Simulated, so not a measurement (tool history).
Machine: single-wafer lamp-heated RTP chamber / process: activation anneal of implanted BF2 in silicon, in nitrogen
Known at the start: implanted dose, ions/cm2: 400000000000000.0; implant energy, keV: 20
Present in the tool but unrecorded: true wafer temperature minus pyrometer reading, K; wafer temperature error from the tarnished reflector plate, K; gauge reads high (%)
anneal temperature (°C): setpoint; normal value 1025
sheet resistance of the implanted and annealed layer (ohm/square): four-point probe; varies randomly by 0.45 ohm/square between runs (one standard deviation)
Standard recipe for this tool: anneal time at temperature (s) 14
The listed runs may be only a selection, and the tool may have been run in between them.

| run | hour | anneal temperature (°C) | anneal time at temperature (s) | wafers since the last listed run | wafers since the last pyrometer calibration | wafers since the reflector plate was cleaned | hours since the gauge calibration | read-back reference wafer on the same gauge, sheet resistance | sheet resistance of the implanted and annealed layer (ohm/square) |
|---|---|---|---|---|---|---|---|---|---|
| 1 | 0 | 1001 | 20 | 0 | 1437 | 5100 | 36.3 | 242.93 | 301.13 |
|  | 15.2 | pyrometer window cleaned and pyrometer calibrated |
| 2 | 15.7 | 1001 | 20 | 141 | 8 | 5242 | 52 | 243.07 | 302.66 |
| 3 | 22.7 | 1001 | 20 | 128 | 137 | 5371 | 59 | 243.11 | 302.95 |
| 4 | 35.8 | 1025 | 14 | 241 | 378 | 5612 | 72.1 | 242.85 | 301.15 |
| 5 | 45.2 | 1025 | 14 | 173 | 551 | 5785 | 81.5 | 242.93 | 299.86 |
|  | 79.1 | gauge calibrated |
| 6 | 82.5 | 1025 | 14 | 686 | 1238 | 6472 | 3.4 | 243.05 | 298.92 |
| 7 | 100.2 | 1033 | 14 | 325 | 1564 | 6798 | 21.1 | 243.04 | 297.21 |
|  | 120.7 | pyrometer window cleaned and pyrometer calibrated |
| 8 | 121.2 | 1025 | 14 | 239 | 9 | 7037 | 42.1 | 242.99 | 300.07 |
|  | 129.3 | reflector plate cleaned |
| 9 | 129.8 | 1025 | 8 | 11 | 20 | 8 | 50.7 | 243.03 | 304.24 |
| 10 | 139 | 1025 | 14 | 169 | 189 | 177 | 59.9 | 243.06 | 301.22 |
| 11 | 155.7 | 1025 | 6 | 307 | 496 | 485 | 76.6 | 242.89 | 305 |
| 12 | 172.9 | 1014 | 18 | 316 | 813 | 801 | 93.8 | 243 | 300.29 |
| 13 | 185.8 | 1025 | 14 | 237 | 1050 | 1039 | 106.7 | 242.91 | 298.37 |
|  | 194.3 | gauge calibrated |
| 14 | 196 | 1045 | 22 | 187 | 1238 | 1226 | 1.7 | 242.95 | 290.38 |
| 15 | 209.9 | 1025 | 16 | 255 | 1494 | 1482 | 15.6 | 242.92 | 297.78 |

What was the tool's hidden state at every run in the log?
wafer temperature error from the tarnished reflector plate, K: 0 at every run
gauge reads high (%): 0 at every run
H1: true wafer temperature minus pyrometer reading, K
| run | H1 |
|---|---|
| 1 | 9.73 |
| 2 | 0.364 |
| 3 | 0.431 |
| 4 | 0.873 |
| 5 | 1.44 |
| 6 | 5.81 |
| 7 | 9.05 |
| 8 | 0.226 |
| 9 | 0.325 |
| 10 | 0.628 |
| 11 | 1.7 |
| 12 | 3.5 |
| 13 | 5.32 |
| 14 | 7.04 |
| 15 | 9.79 |

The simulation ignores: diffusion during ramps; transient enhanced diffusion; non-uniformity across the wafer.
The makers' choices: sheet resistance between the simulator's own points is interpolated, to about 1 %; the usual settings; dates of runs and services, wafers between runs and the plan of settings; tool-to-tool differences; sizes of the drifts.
